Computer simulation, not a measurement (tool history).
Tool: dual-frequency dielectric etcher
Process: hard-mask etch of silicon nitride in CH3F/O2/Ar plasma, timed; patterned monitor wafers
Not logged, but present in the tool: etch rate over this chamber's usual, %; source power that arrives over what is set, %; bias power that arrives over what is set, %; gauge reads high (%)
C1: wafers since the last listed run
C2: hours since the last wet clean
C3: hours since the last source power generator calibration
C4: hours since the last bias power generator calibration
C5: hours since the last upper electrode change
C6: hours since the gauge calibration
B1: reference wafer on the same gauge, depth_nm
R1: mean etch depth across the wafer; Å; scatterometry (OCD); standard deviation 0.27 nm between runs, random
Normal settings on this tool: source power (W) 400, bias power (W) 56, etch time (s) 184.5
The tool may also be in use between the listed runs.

run 1 day=0.000 | source_power_(W)=400 bias_power_(W)=56 etch_time_(s)=184.5 | C1=0 C2=66.7 C3=3550.8 C4=3118.2 C5=5399.1 C6=524.5 | B1=120.1 | R1=1227
run 2 day=0.988 | source_power_(W)=400 bias_power_(W)=56 etch_time_(s)=184.5 | C1=139 C2=90.4 C3=3574.5 C4=3141.9 C5=5422.8 C6=548.2 | B1=120.1 | R1=1222
run 3 day=2.154 | source_power_(W)=400 bias_power_(W)=56 etch_time_(s)=184.5 | C1=164 C2=118.4 C3=3602.5 C4=3169.9 C5=5450.8 C6=576.2 | B1=120.1 | R1=1220
run 4 day=2.692 | source_power_(W)=330 bias_power_(W)=56 etch_time_(s)=166.5 | C1=75 C2=131.3 C3=3615.4 C4=3182.8 C5=5463.7 C6=589.1 | B1=120.1 | R1=1042
run 5 day=3.225 | source_power_(W)=350 bias_power_(W)=56 etch_time_(s)=195.5 | C1=75 C2=144.1 C3=3628.2 C4=3195.6 C5=5476.5 C6=601.9 | B1=120.1 | R1=1246
run 6 day=3.958 | source_power_(W)=400 bias_power_(W)=56 etch_time_(s)=184.5 | C1=103 C2=161.7 C3=3645.8 C4=3213.2 C5=5494.1 C6=619.5 | B1=120.0 | R1=1222
run 7 day=5.233 | source_power_(W)=400 bias_power_(W)=56 etch_time_(s)=184.5 | C1=180 C2=192.3 C3=3676.4 C4=3243.8 C5=5524.7 C6=650.1 | B1=120.0 | R1=1225
run 8 day=9.412 | source_power_(W)=400 bias_power_(W)=56 etch_time_(s)=184.5 | C1=590 C2=292.6 C3=3776.7 C4=3344.1 C5=5625.0 C6=750.4 | B1=119.9 | R1=1217
run 9 day=10.446 | source_power_(W)=400 bias_power_(W)=65 etch_time_(s)=184.5 | C1=145 C2=317.4 C3=3801.5 C4=3368.9 C5=5649.8 C6=775.2 | B1=120.0 | R1=1300
-- day=13.521 gauge calibrated
-- day=13.958 wet clean of the chamber
run 10 day=13.979 | source_power_(W)=400 bias_power_(W)=61 etch_time_(s)=165.5 | C1=357 C2=0.5 C3=3886.3 C4=3453.7 C5=5734.6 C6=11.0 | B1=122.0 | R1=1153
run 11 day=17.412 | source_power_(W)=400 bias_power_(W)=61 etch_time_(s)=165.5 | C1=484 C2=82.9 C3=3968.7 C4=3536.1 C5=5817.0 C6=93.4 | B1=121.5 | R1=1153
-- day=18.133 source power generator calibrated
-- day=19.471 upper electrode replaced
run 12 day=19.492 | source_power_(W)=400 bias_power_(W)=56 etch_time_(s)=184.5 | C1=128 C2=132.8 C3=32.6 C4=3586.0 C5=0.5 C6=143.3 | B1=121.0 | R1=1229
run 13 day=19.504 | source_power_(W)=400 bias_power_(W)=56 etch_time_(s)=184.5 | C1=1 C2=133.1 C3=32.9 C4=3586.3 C5=0.8 C6=143.6 | B1=121.2 | R1=1228
run 14 day=19.900 | source_power_(W)=400 bias_power_(W)=56 etch_time_(s)=184.5 | C1=55 C2=142.6 C3=42.4 C4=3595.8 C5=10.3 C6=153.1 | B1=121.0 | R1=1233
run 15 day=20.975 | source_power_(W)=400 bias_power_(W)=56 etch_time_(s)=184.5 | C1=151 C2=168.4 C3=68.2 C4=3621.6 C5=36.1 C6=178.9 | B1=121.0 | R1=1229
run 16 day=21.908 | source_power_(W)=400 bias_power_(W)=56 etch_time_(s)=184.5 | C1=131 C2=190.8 C3=90.6 C4=3644.0 C5=58.5 C6=201.3 | B1=120.7 | R1=1227
run 17 day=23.217 | source_power_(W)=350 bias_power_(W)=67 etch_time_(s)=162.0 | C1=184 C2=222.2 C3=122.0 C4=3675.4 C5=89.9 C6=232.7 | B1=120.6 | R1=1124
-- day=23.542 bias power generator calibrated
run 18 day=24.708 | source_power_(W)=490 bias_power_(W)=45 etch_time_(s)=217.5 | C1=187 C2=258.0 C3=157.8 C4=28.0 C5=125.7 C6=268.5 | B1=120.6 | R1=1403
run 19 day=25.842 | source_power_(W)=400 bias_power_(W)=61 etch_time_(s)=165.5 | C1=160 C2=285.2 C3=185.0 C4=55.2 C5=152.9 C6=295.7 | B1=120.4 | R1=1140
run 20 day=26.912 | source_power_(W)=330 bias_power_(W)=64 etch_time_(s)=161.0 | C1=151 C2=310.9 C3=210.7 C4=80.9 C5=178.6 C6=321.4 | B1=120.4 | R1=1070
run 21 day=27.800 | source_power_(W)=400 bias_power_(W)=50 etch_time_(s)=184.5 | C1=125 C2=332.2 C3=232.0 C4=102.2 C5=199.9 C6=342.7 | B1=120.2 | R1=1164
run 22 day=29.025 | source_power_(W)=460 bias_power_(W)=60 etch_time_(s)=139.0 | C1=172 C2=361.6 C3=261.4 C4=131.6 C5=229.3 C6=372.1 | B1=120.1 | R1=989
-- day=30.062 wet clean of the chamber
run 23 day=30.083 | source_power_(W)=400 bias_power_(W)=56 etch_time_(s)=170.0 | C1=8 C2=0.5 C3=286.8 C4=157.0 C5=254.7 C6=397.5 | B1=120.1 | R1=1128
run 24 day=32.792 | source_power_(W)=460 bias_power_(W)=56 etch_time_(s)=184.5 | C1=382 C2=65.5 C3=351.8 C4=222.0 C5=319.7 C6=462.5 | B1=120.0 | R1=1268
run 25 day=33.821 | source_power_(W)=350 bias_power_(W)=67 etch_time_(s)=148.5 | C1=145 C2=90.2 C3=376.5 C4=246.7 C5=344.4 C6=487.2 | B1=119.9 | R1=1023
run 26 day=34.492 | source_power_(W)=400 bias_power_(W)=56 etch_time_(s)=184.5 | C1=94 C2=106.3 C3=392.6 C4=262.8 C5=360.5 C6=503.3 | B1=119.9 | R1=1220
run 27 day=35.233 | source_power_(W)=320 bias_power_(W)=49 etch_time_(s)=184.5 | C1=104 C2=124.1 C3=410.4 C4=280.6 C5=378.3 C6=521.1 | B1=119.9 | R1=1080
run 28 day=36.642 | source_power_(W)=400 bias_power_(W)=56 etch_time_(s)=184.5 | C1=198 C2=157.9 C3=444.2 C4=314.4 C5=412.1 C6=554.9 | B1=119.8 | R1=1225
run 29 day=37.242 | source_power_(W)=470 bias_power_(W)=63 etch_time_(s)=154.0 | C1=84 C2=172.3 C3=458.6 C4=328.8 C5=426.5 C6=569.3 | B1=119.8 | R1=1122
run 30 day=37.742 | source_power_(W)=310 bias_power_(W)=63 etch_time_(s)=129.5 | C1=70 C2=184.3 C3=470.6 C4=340.8 C5=438.5 C6=581.3 | B1=119.8 | R1=837

Hidden state at the last listed run before each entry between runs and at the first one after, where it differs:
Logged between run 9 and run 10: gauge calibrated (day 13.521); wet clean of the chamber (day 13.958)
  gauge reads high (%): -1.74 -> 0.0226
  difference, measured minus the result without the unlogged condition, R1: -23 -> +0 Å
Logged between run 11 and run 12: source power generator calibrated (day 18.133); upper electrode replaced (day 19.471)
  gauge reads high (%): -0.497 -> -0.75
  difference, measured minus the result without the unlogged condition, R1: -5 -> -10 Å
Logged between run 17 and run 18: bias power generator calibrated (day 23.542)
  gauge reads high (%): -1.11 -> -1.23
  difference, measured minus the result without the unlogged condition, R1: -12 -> -18 Å
Logged between run 22 and run 23: wet clean of the chamber (day 30.062)
  gauge reads high (%): -1.5 -> -1.56
  difference, measured minus the result without the unlogged condition, R1: -15 -> -17 Å
